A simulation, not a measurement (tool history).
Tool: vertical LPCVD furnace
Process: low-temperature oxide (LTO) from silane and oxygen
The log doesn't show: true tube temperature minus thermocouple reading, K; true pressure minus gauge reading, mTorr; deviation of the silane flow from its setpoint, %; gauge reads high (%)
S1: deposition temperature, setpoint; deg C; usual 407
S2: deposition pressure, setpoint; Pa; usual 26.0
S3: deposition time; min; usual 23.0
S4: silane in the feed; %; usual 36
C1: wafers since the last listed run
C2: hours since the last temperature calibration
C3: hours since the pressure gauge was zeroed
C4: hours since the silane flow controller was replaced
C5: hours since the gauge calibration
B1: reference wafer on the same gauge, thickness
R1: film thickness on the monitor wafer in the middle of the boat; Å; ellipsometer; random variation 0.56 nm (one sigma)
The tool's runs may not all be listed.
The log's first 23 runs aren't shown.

run    hour   S1    S2    S3  S4    C1      C2      C3     C4      C5      B1      R1
 24  1831.9  407  26.0  23.0  39   982  2058.8  1576.2  374.2  1272.2  161.93  1895.5
 25  1902.9  407  26.0  23.0  36   856  2129.8  1647.2  445.2  1343.2  162.14  1725.7
 26  1989.7  396  26.0  23.0  31  1047  2216.6  1734.0  532.0  1430.0  162.00  1235.9
 27  2069.4  407  26.0  23.0  36   961  2296.3  1813.7  611.7  1509.7  162.12  1721.5
 28  2168.5  407  20.7  26.0  36  1196  2395.4  1912.8  710.8  1608.8  161.82  1537.5
 29  2207.6  407  26.0  23.0  41   471  2434.5  1951.9  749.9  1647.9  162.25  2016.1
 30  2273.9  407  26.0  29.5  30   800  2500.8  2018.2  816.2  1714.2  162.15  1728.3
 31  2316.2  411  32.0  23.0  33   510  2543.1  2060.5  858.5  1756.5  162.22  1972.4

4 ways to go on from here, each from the tool as it stands after run 31. What would each give?
  A  2321.0  400  26.0  23.0  36  57  2547.9  2065.3  863.3  1761.3   ?   ?
  B  2321.0  419  31.3  31.5  41  57  2547.9  2065.3  863.3  1761.3   ?   ?
  C  2321.0  407  31.3  15.5  36  57  2547.9  2065.3  863.3  1761.3   ?   ?
  D  2321.0  395  26.0  23.0  42  57  2547.9  2065.3  863.3  1761.3   ?   ?

run      B1      R1
  A  162.20  1599.7
  B  162.20  3779.3
  C  162.20  1404.5
  D  162.20  1827.2
Without the tool's hidden state the same runs would have given:
run      R1
  A  1561.6
  B  3698.6
  C  1371.8
  D  1784.7
